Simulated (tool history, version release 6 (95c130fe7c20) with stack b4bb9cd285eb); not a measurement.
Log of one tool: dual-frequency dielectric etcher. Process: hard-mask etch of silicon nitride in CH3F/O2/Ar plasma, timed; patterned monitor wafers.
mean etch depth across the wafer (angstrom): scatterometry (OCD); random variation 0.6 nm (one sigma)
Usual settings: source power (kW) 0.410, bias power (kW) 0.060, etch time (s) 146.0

run   hour  source power (kW)  bias power (kW)  etch time (s)  read-back reference wafer on the same gauge, depth_nm  mean etch depth across the wafer (angstrom)
  1    0.0              0.410            0.060          146.0                                                  103.9                                          908
      39.9  -- wet clean of the chamber
  2   40.4              0.410            0.060          146.0                                                  103.9                                          944
  3   56.1              0.410            0.060          146.0                                                  103.6                                          947
  4   73.7              0.410            0.060          146.0                                                  103.8                                          939
  5  103.5              0.410            0.060          146.0                                                  104.0                                          944
  6  125.9              0.410            0.060          146.0                                                  103.8                                          946
  7  149.5              0.410            0.060          146.0                                                  104.2                                          933
  8  179.9              0.410            0.060          146.0                                                  104.0                                          945
  9  232.3              0.410            0.060          146.0                                                  103.9                                          937
     272.5  -- upper electrode replaced
 10  273.0              0.410            0.060          146.0                                                  104.3                                          918
 11  280.6              0.410            0.060          146.0                                                  103.8                                          923
     304.4  -- gauge calibrated
 12  312.2              0.410            0.060          146.0                                                  104.0                                          922
 13  355.1              0.410            0.060          146.0                                                  103.8                                          921
 14  375.9              0.410            0.060          146.0                                                  103.7                                          920
 15  398.4              0.380            0.066          167.5                                                  103.7                                         1062
 16  431.8              0.380            0.056          134.5                                                  104.1                                          793
 17  446.6              0.320            0.048          146.0                                                  103.9                                          776
 18  465.4              0.410            0.073          146.0                                                  104.3                                          971
     491.6  -- wet clean of the chamber
 19  492.1              0.360            0.060          118.0                                                  104.3                                          746
 20  516.8              0.410            0.060          146.0                                                  103.8                                          966
     536.0  -- bias power generator calibrated
 21  536.5              0.460            0.070          168.5                                                  104.2                                         1205
 22  552.4              0.360            0.060          118.0                                                  103.8                                          748
     560.6  -- source power generator calibrated
 23  569.1              0.320            0.068          146.0                                                  104.0                                          921
 24  621.4              0.360            0.048          172.5                                                  104.1                                         1006
 25  640.6              0.410            0.052          129.5                                                  103.9                                          801
 26  656.0              0.410            0.060          146.0                                                  103.9                                          957
 27  673.0              0.440            0.056          168.5                                                  103.8                                         1106
 28  696.7              0.410            0.060          146.0                                                  103.9                                          944
 29  711.6              0.410            0.066          134.5                                                  104.0                                          892
 30  814.8              0.410            0.073          179.5                                                  103.8                                         1221
     815.5  -- gauge calibrated
 31  836.7              0.480            0.060          115.5                                                  104.3                                          772

3 ways to go on from here, each from the tool as it stands after run 31. What would each give?
  A  837.2              0.410            0.060          146.0                                                      ?                                            ?
  B  837.2              0.410            0.045          146.0                                                      ?                                            ?
  C  837.2              0.410            0.047          183.0                                                      ?                                            ?

run  read-back reference wafer on the same gauge, depth_nm  mean etch depth across the wafer (angstrom)
  A                                                  104.0                                          929
  B                                                  104.0                                          849
  C                                                  104.0                                         1079
Without the tool's hidden state the same runs would have given:
run  mean etch depth across the wafer (angstrom)
  A                                          954
  B                                          872
  C                                         1107
